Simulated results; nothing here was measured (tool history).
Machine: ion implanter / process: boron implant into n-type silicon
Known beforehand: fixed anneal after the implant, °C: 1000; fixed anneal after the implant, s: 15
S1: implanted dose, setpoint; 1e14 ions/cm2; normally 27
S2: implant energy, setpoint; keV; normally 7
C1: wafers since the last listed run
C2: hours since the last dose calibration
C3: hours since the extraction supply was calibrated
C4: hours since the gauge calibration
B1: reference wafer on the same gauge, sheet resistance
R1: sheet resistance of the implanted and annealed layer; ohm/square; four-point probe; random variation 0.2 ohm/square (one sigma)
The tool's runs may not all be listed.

run	hour	S1	S2	C1	C2	C3	C4	B1	R1
1	0	30.09	8.5	0	892.2	2391.8	251.4	131.17	115.43
2	6.3	30.09	8.5	242	898.5	2398.1	257.7	131.21	114.98
3	14.9	30.09	8.5	331	907.1	2406.7	266.3	131.08	115.19
4	26.5	27	7	447	918.7	2418.3	277.9	131.08	130.56
5	41.7	27	7	585	933.9	2433.5	293.1	130.97	130.32
6	52.8	27	7	427	945	2444.6	304.2	130.92	130.28
7	61.7	27	7	343	953.9	2453.5	313.1	130.85	130.67
8	77.1	31.12	7	593	969.3	2468.9	328.5	130.74	128.96
9	87.3	31.12	7	393	979.5	2479.1	338.7	130.73	128.5
10	101.4	31.12	7	543	993.6	2493.2	352.8	130.63	128.91
11	108.2	27	7	262	1000.4	2500	359.6	130.59	130.23
12	117.9	27	6.5	373	1010.1	2509.7	369.3	130.53	135.28
13	127	21.04	7.5	350	1019.2	2518.8	378.4	130.48	127.79
14	138.3	21.04	7.5	435	1030.5	2530.1	389.7	130.39	127.43
15	148.9	27	7	408	1041.1	2540.7	400.3	130.3	129.52
16	156.6	27	7	296	1048.8	2548.4	408	130.26	129.38
17	173.5	27	7	651	1065.7	2565.3	424.9	130.16	129.66
# hour 191.2: Faraday cup replaced and dose calibrated
18	191.7	23.86	7	393	0.5	2583.5	443.1	130.08	130.61
19	207.3	27	5	601	16.1	2599.1	458.7	129.89	154.24
20	223.2	33.13	7	612	32	2615	474.6	129.8	127.18
21	229.4	29.69	4.5	239	38.2	2621.2	480.8	129.73	160.41
22	242	24	8.5	485	50.8	2633.8	493.4	129.6	116.3
23	248.7	31.12	7	258	57.5	2640.5	500.1	129.54	127.69
24	261.1	27	7	478	69.9	2652.9	512.5	129.47	129.01
25	276.4	31.12	7	589	85.2	2668.2	527.8	129.28	127.42
# hour 280: gauge calibrated
26	289.7	21.64	5.5	512	98.5	2681.5	9.7	132.1	151.49
27	298.5	27	5.5	339	107.3	2690.3	18.5	132.13	149.85
28	312.4	32.71	6	535	121.2	2704.2	32.4	132.12	141.51
29	327.3	27	7	574	136.1	2719.1	47.3	132.1	131.65
# hour 336.6: extraction supply calibrated
30	342.1	19.33	7	262	150.9	5.5	62.1	132.11	134.99
31	358.9	27	7	647	167.7	22.3	78.9	132.1	131.23
32	374.1	24.18	7	585	182.9	37.5	94.1	132.05	132.43
33	380.8	33.23	5.5	258	189.6	44.2	100.8	132.02	147.47
34	394.9	31.12	7	543	203.7	58.3	114.9	131.99	130.07
35	426.6	19.45	8.5	1221	235.4	90	146.6	131.96	122.19
36	440.7	27	7	543	249.5	104.1	160.7	131.9	131.39
37	447.9	32.42	7	277	256.7	111.3	167.9	131.92	129.73

Each row is a separate what-if for the run after 37, all from the same tool condition, not one after another. Results?
A	448.3	27	9.5	15	257.1	111.7	168.3	?	?
B	448.3	19.03	5	15	257.1	111.7	168.3	?	?
C	448.3	30.15	6	15	257.1	111.7	168.3	?	?
D	448.3	32.8	7	15	257.1	111.7	168.3	?	?

run	B1	R1
A	131.88	109.31
B	131.88	159.76
C	131.88	141.75
D	131.88	129.11
Without the tool's unlogged condition, the same runs would have read:
run	R1
A	109.4
B	159.9
C	141.87
D	129.23
